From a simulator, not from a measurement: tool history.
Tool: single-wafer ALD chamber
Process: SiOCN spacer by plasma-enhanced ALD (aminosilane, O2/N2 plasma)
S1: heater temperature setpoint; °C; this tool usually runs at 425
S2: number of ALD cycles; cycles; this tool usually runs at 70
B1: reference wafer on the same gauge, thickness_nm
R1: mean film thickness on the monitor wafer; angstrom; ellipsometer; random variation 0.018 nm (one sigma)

run,hour,S1,S2,B1,R1
1,0,425,70,3.897,42.15
2,81.3,425,70,3.895,41.64
3,187.8,425,70,3.903,41.81
4,240,425,70,3.899,41.62
5,283.2,436,77,3.899,44.19
6,357.1,425,76,3.892,45.33
7,409.9,425,76,3.905,45.78
8,494.5,425,76,3.903,45.56
9,577.6,425,70,3.903,41.75
10,658.3,425,70,3.897,41.82
11,700.1,425,70,3.897,41.87
12,774.8,425,79,3.9,47.34
13,876.4,425,79,3.901,47.27
14,934,425,79,3.904,47.39
15,989.2,417,80,3.897,49.16
16,1032.7,417,80,3.898,49.46
17,1109.6,417,80,3.899,49.05
18,1168.1,425,60,3.902,35.75
19,1229,437,76,3.895,43.35
20,1288.6,425,70,3.9,41.69
21,1372.8,418,80,3.894,49.28
22,1470.9,431,76,3.896,44.46
23,1543.4,436,74,3.897,42.68
24,1609.5,413,70,3.894,44.42
25,1665.3,438,62,3.897,35.65
26,1761.6,425,64,3.906,38.78
27,1800.5,436,57,3.906,33.47
28,1880.9,425,74,3.9,44.63
29,1926.5,425,70,3.895,42.25
30,1991.7,425,70,3.9,42.36
31,2091.5,432,62,3.899,36.41
32,2354.5,425,70,3.893,41.74
33,2391,425,70,3.899,42.13
34,2440.5,425,70,3.898,42.04
35,2544.9,438,70,3.905,40.26
36,2596.8,431,63,3.9,37
37,2653,413,62,3.896,38.66
38,2689.1,425,70,3.9,41.96
39,2775.7,415,70,3.904,43.46

The log once held 2 entries between its listed runs, left out of this copy. Where does each go, and what is different about the tool's unlogged condition between the listed run before it and the listed run after it?
From run 18 to run 19: gauge calibrated (hour 1203)
  wafer temperature above the value expected at the setpoint (K): 5.73 -> 5.75
  measured result minus the result with no hidden state, R1: -0.73 -> -0.93 angstrom
From run 23 to run 24: thermocouple changed; heater temperature recalibrated (hour 1555.9)
  wafer temperature above the value expected at the setpoint (K): 5.86 -> 0.937
  measured result minus the result with no hidden state, R1: -0.92 -> -0.14 angstrom
